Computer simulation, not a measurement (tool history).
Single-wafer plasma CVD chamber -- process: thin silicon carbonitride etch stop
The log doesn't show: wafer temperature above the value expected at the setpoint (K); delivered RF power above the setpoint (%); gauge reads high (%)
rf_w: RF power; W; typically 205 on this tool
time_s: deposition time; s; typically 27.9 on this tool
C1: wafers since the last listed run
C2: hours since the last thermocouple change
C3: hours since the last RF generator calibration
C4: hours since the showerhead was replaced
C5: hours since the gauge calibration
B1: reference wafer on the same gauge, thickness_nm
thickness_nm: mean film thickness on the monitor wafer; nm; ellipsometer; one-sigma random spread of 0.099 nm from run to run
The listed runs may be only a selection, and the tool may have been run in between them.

run 1 day=0.000 | rf_w=205 time_s=27.9 | C1=0 C2=812.0 C3=1095.3 C4=4971.8 C5=644.0 | B1=16.868 | thickness_nm=16.779
run 2 day=3.788 | rf_w=205 time_s=27.9 | C1=1372 C2=902.9 C3=1186.2 C4=5062.7 C5=734.9 | B1=16.898 | thickness_nm=16.700
run 3 day=15.696 | rf_w=205 time_s=27.9 | C1=4313 C2=1188.7 C3=1472.0 C4=5348.5 C5=1020.7 | B1=16.884 | thickness_nm=16.766
run 4 day=20.058 | rf_w=205 time_s=25.6 | C1=1580 C2=1293.4 C3=1576.7 C4=5453.2 C5=1125.4 | B1=16.924 | thickness_nm=15.256
run 5 day=24.417 | rf_w=220 time_s=27.9 | C1=1578 C2=1398.0 C3=1681.3 C4=5557.8 C5=1230.0 | B1=16.896 | thickness_nm=17.247
run 6 day=26.992 | rf_w=205 time_s=27.9 | C1=932 C2=1459.8 C3=1743.1 C4=5619.6 C5=1291.8 | B1=16.888 | thickness_nm=16.656
run 7 day=28.817 | rf_w=205 time_s=27.9 | C1=661 C2=1503.6 C3=1786.9 C4=5663.4 C5=1335.6 | B1=16.885 | thickness_nm=16.591
run 8 day=38.821 | rf_w=205 time_s=27.9 | C1=3624 C2=1743.7 C3=2027.0 C4=5903.5 C5=1575.7 | B1=16.900 | thickness_nm=16.780
-- day=40.971 gauge calibrated
-- day=41.442 RF generator calibrated
run 9 day=42.654 | rf_w=235 time_s=27.9 | C1=1267 C2=1835.7 C3=29.1 C4=5995.5 C5=40.4 | B1=16.888 | thickness_nm=18.536
run 10 day=44.388 | rf_w=235 time_s=27.9 | C1=627 C2=1877.3 C3=70.7 C4=6037.1 C5=82.0 | B1=16.886 | thickness_nm=18.482
run 11 day=46.871 | rf_w=235 time_s=27.9 | C1=899 C2=1936.9 C3=130.3 C4=6096.7 C5=141.6 | B1=16.900 | thickness_nm=18.709
run 12 day=50.267 | rf_w=175 time_s=27.9 | C1=1230 C2=2018.4 C3=211.8 C4=6178.2 C5=223.1 | B1=16.920 | thickness_nm=15.970
run 13 day=52.488 | rf_w=190 time_s=27.9 | C1=804 C2=2071.7 C3=265.1 C4=6231.5 C5=276.4 | B1=16.930 | thickness_nm=16.664
-- day=53.017 thermocouple changed; heater temperature recalibrated
-- day=56.279 showerhead replaced
run 14 day=57.754 | rf_w=245 time_s=24.1 | C1=1666 C2=113.7 C3=391.5 C4=35.4 C5=402.8 | B1=16.914 | thickness_nm=16.052
run 15 day=60.129 | rf_w=205 time_s=27.9 | C1=860 C2=170.7 C3=448.5 C4=92.4 C5=459.8 | B1=16.913 | thickness_nm=17.263
run 16 day=63.050 | rf_w=205 time_s=31.1 | C1=1058 C2=240.8 C3=518.6 C4=162.5 C5=529.9 | B1=16.882 | thickness_nm=19.041
run 17 day=67.367 | rf_w=180 time_s=23.5 | C1=1563 C2=344.4 C3=622.2 C4=266.1 C5=633.5 | B1=16.884 | thickness_nm=13.273
run 18 day=70.829 | rf_w=205 time_s=27.9 | C1=1254 C2=427.5 C3=705.3 C4=349.2 C5=716.6 | B1=16.924 | thickness_nm=17.042
run 19 day=74.562 | rf_w=170 time_s=27.9 | C1=1352 C2=517.1 C3=794.9 C4=438.8 C5=806.2 | B1=16.893 | thickness_nm=15.234
run 20 day=76.754 | rf_w=205 time_s=27.9 | C1=793 C2=569.7 C3=847.5 C4=491.4 C5=858.8 | B1=16.905 | thickness_nm=16.870
run 21 day=79.058 | rf_w=170 time_s=33.1 | C1=834 C2=625.0 C3=902.8 C4=546.7 C5=914.1 | B1=16.872 | thickness_nm=18.159
run 22 day=81.517 | rf_w=245 time_s=26.3 | C1=890 C2=684.0 C3=961.8 C4=605.7 C5=973.1 | B1=16.916 | thickness_nm=17.387
run 23 day=83.896 | rf_w=230 time_s=30.7 | C1=861 C2=741.1 C3=1018.9 C4=662.8 C5=1030.2 | B1=16.908 | thickness_nm=19.671
run 24 day=85.638 | rf_w=205 time_s=27.9 | C1=630 C2=782.9 C3=1060.7 C4=704.6 C5=1072.0 | B1=16.909 | thickness_nm=16.896
run 25 day=88.917 | rf_w=205 time_s=27.9 | C1=1187 C2=861.6 C3=1139.4 C4=783.3 C5=1150.7 | B1=16.896 | thickness_nm=16.839

3 ways to go on from here, each from the tool as it stands after run 25. What would each give?
run A day=88.933 | rf_w=205 time_s=23.5 | C1=6 C2=862.0 C3=1139.8 C4=783.7 C5=1151.1 | B1=? | thickness_nm=?
run B day=88.933 | rf_w=240 time_s=30.2 | C1=6 C2=862.0 C3=1139.8 C4=783.7 C5=1151.1 | B1=? | thickness_nm=?
run C day=88.933 | rf_w=240 time_s=32.7 | C1=6 C2=862.0 C3=1139.8 C4=783.7 C5=1151.1 | B1=? | thickness_nm=?

run=A B1=16.886 thickness_nm=14.106
run=B B1=16.886 thickness_nm=19.506
run=C B1=16.886 thickness_nm=21.121
Take away the tool's hidden state, keep each run's random variation, and the runs would have read:
run=A thickness_nm=14.582
run=B thickness_nm=20.164
run=C thickness_nm=21.834

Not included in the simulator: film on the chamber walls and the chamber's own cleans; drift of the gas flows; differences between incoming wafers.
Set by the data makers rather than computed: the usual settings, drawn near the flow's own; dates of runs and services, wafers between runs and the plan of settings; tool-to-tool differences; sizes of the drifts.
